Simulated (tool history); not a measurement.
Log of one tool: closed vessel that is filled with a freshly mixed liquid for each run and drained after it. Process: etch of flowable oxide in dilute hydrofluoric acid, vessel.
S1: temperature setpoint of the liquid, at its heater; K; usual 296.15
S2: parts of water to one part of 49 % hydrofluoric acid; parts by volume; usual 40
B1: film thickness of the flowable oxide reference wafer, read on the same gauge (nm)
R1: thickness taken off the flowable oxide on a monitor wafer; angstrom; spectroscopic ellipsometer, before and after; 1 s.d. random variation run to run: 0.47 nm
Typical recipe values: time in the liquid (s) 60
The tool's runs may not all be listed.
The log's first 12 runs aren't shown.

Run 13, day 5.812: usual settings but S1 299.15 K; B1 60. Result: R1 1521.6 angstrom.
At day 6.046: thermometer replaced.
At day 6.396: hydrofluoric acid flow meter replaced.
Run 14, day 6.462: usual settings; B1 59.98. Result: R1 1207.4 angstrom.
Run 15, day 6.838: usual settings; B1 59.97. Result: R1 1206 angstrom.
Run 16, day 7.296: usual settings; B1 59.99. Result: R1 1201.5 angstrom.
At day 7.846: gauge calibrated.
Run 17, day 7.854: usual settings but S1 298.65 K, S2 20 parts by volume, time in the liquid (s) 85; B1 60.02. Result: R1 3922.4 angstrom.
Run 18, day 8.288: usual settings but time in the liquid (s) 95; B1 60.01. Result: R1 1907.4 angstrom.
Run 19, day 8.629: usual settings but S2 35 parts by volume, time in the liquid (s) 40; B1 60.03. Result: R1 922.5 angstrom.
Run 20, day 9.062: usual settings but time in the liquid (s) 75; B1 60. Result: R1 1497.4 angstrom.
Run 21, day 9.467: usual settings but S1 298.15 K, S2 45 parts by volume, time in the liquid (s) 75; B1 60. Result: R1 1441.7 angstrom.
Run 22, day 9.75: usual settings but S1 294.15 K, S2 50 parts by volume, time in the liquid (s) 95; B1 59.99. Result: R1 1394 angstrom.
Run 23, day 10.467: usual settings but S2 20 parts by volume, time in the liquid (s) 80; B1 60.02. Result: R1 3318.1 angstrom.
Run 24, day 10.896: usual settings but S1 294.15 K, S2 55 parts by volume; B1 60.02. Result: R1 799.4 angstrom.
Run 25, day 11.483: usual settings; B1 60. Result: R1 1206.5 angstrom.
Run 26, day 11.833: usual settings but S1 291.65 K, S2 20 parts by volume; B1 60.04. Result: R1 2052.3 angstrom.
Run 27, day 12.121: usual settings but S1 298.15 K, S2 30 parts by volume; B1 59.97. Result: R1 1789.9 angstrom.
Run 28, day 12.817: usual settings but S1 300.65 K, S2 25 parts by volume; B1 60.04. Result: R1 2390.3 angstrom.
Run 29, day 13.554: usual settings but S2 50 parts by volume; B1 60. Result: R1 954.8 angstrom.
Run 30, day 13.846: usual settings but S2 50 parts by volume; B1 59.95. Result: R1 961.7 angstrom.
Run 31, day 14.121: usual settings; B1 60. Result: R1 1207.1 angstrom.

Consider 3 possible next runs. They are alternatives, not a sequence: every one starts from the tool as it was left by run 31. What does each give?
Run A, day 14.15: usual settings but S1 297.65 K; B1 ?. Result: R1 ?.
Run B, day 14.15: usual settings but S1 293.15 K, S2 25 parts by volume; B1 ?. Result: R1 ?.
Run C, day 14.15: usual settings but S1 292.65 K, S2 25 parts by volume, time in the liquid (s) 30; B1 ?. Result: R1 ?.

run  B1      R1
  A  60  1292.4
  B  60  1743.3
  C  60     853
Stripped of hidden state, with their random variation kept, the same runs would have yielded:
run      R1
  A  1282.3
  B    1729
  C     846

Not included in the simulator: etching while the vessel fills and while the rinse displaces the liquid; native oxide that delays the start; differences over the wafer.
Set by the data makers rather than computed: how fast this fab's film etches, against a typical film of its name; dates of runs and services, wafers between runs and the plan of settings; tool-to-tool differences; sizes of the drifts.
